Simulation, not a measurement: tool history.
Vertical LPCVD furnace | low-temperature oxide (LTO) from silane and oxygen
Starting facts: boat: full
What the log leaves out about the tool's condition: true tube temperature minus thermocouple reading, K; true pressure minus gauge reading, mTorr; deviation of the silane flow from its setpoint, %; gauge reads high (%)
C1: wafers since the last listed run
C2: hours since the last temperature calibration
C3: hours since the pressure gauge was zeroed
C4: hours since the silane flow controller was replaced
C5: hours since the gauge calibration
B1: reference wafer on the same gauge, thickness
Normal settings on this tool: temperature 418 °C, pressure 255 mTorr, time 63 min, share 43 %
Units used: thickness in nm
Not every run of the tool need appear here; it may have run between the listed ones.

run 1 hour=0 | temperature=418 pressure=255 time=63 share=43 | C1=0 C2=4304.4 C3=2768.3 C4=4316.8 C5=2262.1 | B1=794.19 | thickness=988.77
-- hour=11.1 gauge calibrated
-- hour=81.6 thermocouples replaced and temperature profile calibrated
run 2 hour=100.2 | temperature=418 pressure=255 time=63 share=43 | C1=1105 C2=18.6 C3=2868.5 C4=4417 C5=89.1 | B1=795.21 | thickness=966.2
run 3 hour=189 | temperature=418 pressure=255 time=63 share=43 | C1=1288 C2=107.4 C3=2957.3 C4=4505.8 C5=177.9 | B1=793.72 | thickness=963.54
run 4 hour=274.1 | temperature=418 pressure=255 time=63 share=43 | C1=1235 C2=192.5 C3=3042.4 C4=4590.9 C5=263 | B1=794.98 | thickness=964.66
run 5 hour=355.7 | temperature=418 pressure=255 time=63 share=43 | C1=1184 C2=274.1 C3=3124 C4=4672.5 C5=344.6 | B1=793.68 | thickness=966.02
run 6 hour=457.5 | temperature=418 pressure=255 time=48 share=43 | C1=1477 C2=375.9 C3=3225.8 C4=4774.3 C5=446.4 | B1=793.51 | thickness=736.48
run 7 hour=510 | temperature=418 pressure=255 time=48 share=43 | C1=761 C2=428.4 C3=3278.3 C4=4826.8 C5=498.9 | B1=793.79 | thickness=736.66
run 8 hour=604.4 | temperature=418 pressure=255 time=48 share=43 | C1=1370 C2=522.8 C3=3372.7 C4=4921.2 C5=593.3 | B1=794.15 | thickness=741.17
run 9 hour=684.8 | temperature=418 pressure=240 time=63 share=46 | C1=1166 C2=603.2 C3=3453.1 C4=5001.6 C5=673.7 | B1=793.86 | thickness=972
run 10 hour=722.9 | temperature=418 pressure=255 time=63 share=43 | C1=552 C2=641.3 C3=3491.2 C4=5039.7 C5=711.8 | B1=793.68 | thickness=966.83
-- hour=908.2 pressure gauge zeroed
run 11 hour=986.3 | temperature=418 pressure=255 time=49 share=35 | C1=3474 C2=904.7 C3=78.1 C4=5303.1 C5=975.2 | B1=793.65 | thickness=586.45
run 12 hour=1090.4 | temperature=410 pressure=255 time=63 share=43 | C1=1510 C2=1008.8 C3=182.2 C4=5407.2 C5=1079.3 | B1=794.04 | thickness=879.05
run 13 hour=1158.7 | temperature=413 pressure=285 time=86 share=43 | C1=991 C2=1077.1 C3=250.5 C4=5475.5 C5=1147.6 | B1=793.46 | thickness=1382.09
run 14 hour=1214 | temperature=423 pressure=235 time=63 share=43 | C1=802 C2=1132.4 C3=305.8 C4=5530.8 C5=1202.9 | B1=794.14 | thickness=928.3
run 15 hour=1265.3 | temperature=418 pressure=255 time=83.5 share=37 | C1=744 C2=1183.7 C3=357.1 C4=5582.1 C5=1254.2 | B1=793.96 | thickness=1069.28
run 16 hour=1319.1 | temperature=407 pressure=230 time=55.5 share=35 | C1=780 C2=1237.5 C3=410.9 C4=5635.9 C5=1308 | B1=794.68 | thickness=530.53
run 17 hour=1404.3 | temperature=418 pressure=255 time=48 share=43 | C1=1236 C2=1322.7 C3=496.1 C4=5721.1 C5=1393.2 | B1=793.99 | thickness=728.87
run 18 hour=1456.3 | temperature=418 pressure=230 time=86.5 share=39 | C1=754 C2=1374.7 C3=548.1 C4=5773.1 C5=1445.2 | B1=794.02 | thickness=1065.83
-- hour=1526.2 silane flow controller replaced
run 19 hour=1543.4 | temperature=418 pressure=255 time=63 share=43 | C1=915 C2=1461.8 C3=635.2 C4=17.2 C5=1532.3 | B1=793.92 | thickness=960.38
run 20 hour=1588.6 | temperature=418 pressure=255 time=70 share=48 | C1=656 C2=1507 C3=680.4 C4=62.4 C5=1577.5 | B1=793.97 | thickness=1183.77
run 21 hour=1669.2 | temperature=418 pressure=300 time=73.5 share=38 | C1=1169 C2=1587.6 C3=761 C4=143 C5=1658.1 | B1=794.16 | thickness=1145.09
run 22 hour=1755.6 | temperature=418 pressure=195 time=63 share=43 | C1=1254 C2=1674 C3=847.4 C4=229.4 C5=1744.5 | B1=795.45 | thickness=734.26
run 23 hour=1806.4 | temperature=418 pressure=255 time=63 share=34 | C1=737 C2=1724.8 C3=898.2 C4=280.2 C5=1795.3 | B1=793.01 | thickness=731.59
run 24 hour=1855 | temperature=418 pressure=255 time=71 share=43 | C1=705 C2=1773.4 C3=946.8 C4=328.8 C5=1843.9 | B1=793.74 | thickness=1087.05
-- hour=1901.9 gauge calibrated
run 25 hour=1942.5 | temperature=418 pressure=255 time=63 share=43 | C1=1269 C2=1860.9 C3=1034.3 C4=416.3 C5=40.6 | B1=794.08 | thickness=958.95
run 26 hour=2038.3 | temperature=418 pressure=255 time=63 share=43 | C1=1390 C2=1956.7 C3=1130.1 C4=512.1 C5=136.4 | B1=793.03 | thickness=961.55
run 27 hour=2129.4 | temperature=427 pressure=255 time=74.5 share=50 | C1=1322 C2=2047.8 C3=1221.2 C4=603.2 C5=227.5 | B1=794.42 | thickness=1421.27
run 28 hour=2192.7 | temperature=418 pressure=255 time=63 share=43 | C1=918 C2=2111.1 C3=1284.5 C4=666.5 C5=290.8 | B1=794.07 | thickness=969.54
run 29 hour=2239.6 | temperature=418 pressure=195 time=63 share=41 | C1=680 C2=2158 C3=1331.4 C4=713.4 C5=337.7 | B1=793.66 | thickness=706.2
run 30 hour=2306.9 | temperature=424 pressure=255 time=63 share=43 | C1=976 C2=2225.3 C3=1398.7 C4=780.7 C5=405 | B1=793.02 | thickness=1021.63

Below are 5 alternative next runs, each starting from the tool's condition after run 30. Predict each:
run A hour=2312.7 | temperature=418 pressure=255 time=63 share=43 | C1=84 C2=2231.1 C3=1404.5 C4=786.5 C5=410.8 | B1=? | thickness=?
run B hour=2312.7 | temperature=418 pressure=255 time=40 share=50 | C1=84 C2=2231.1 C3=1404.5 C4=786.5 C5=410.8 | B1=? | thickness=?
run C hour=2312.7 | temperature=409 pressure=255 time=43.5 share=43 | C1=84 C2=2231.1 C3=1404.5 C4=786.5 C5=410.8 | B1=? | thickness=?
run D hour=2312.7 | temperature=408 pressure=255 time=63 share=39 | C1=84 C2=2231.1 C3=1404.5 C4=786.5 C5=410.8 | B1=? | thickness=?
run E hour=2312.7 | temperature=409 pressure=255 time=63 share=43 | C1=84 C2=2231.1 C3=1404.5 C4=786.5 C5=410.8 | B1=? | thickness=?

run=A B1=795.07 thickness=972.88
run=B B1=795.07 thickness=706.95
run=C B1=795.07 thickness=613.02
run=D B1=795.07 thickness=787.08
run=E B1=795.07 thickness=887.83
Stripped of hidden state, with their random variation kept, the same runs would have yielded:
run=A thickness=951.4
run=B thickness=691.81
run=C thickness=599.22
run=D thickness=769
run=E thickness=867.84
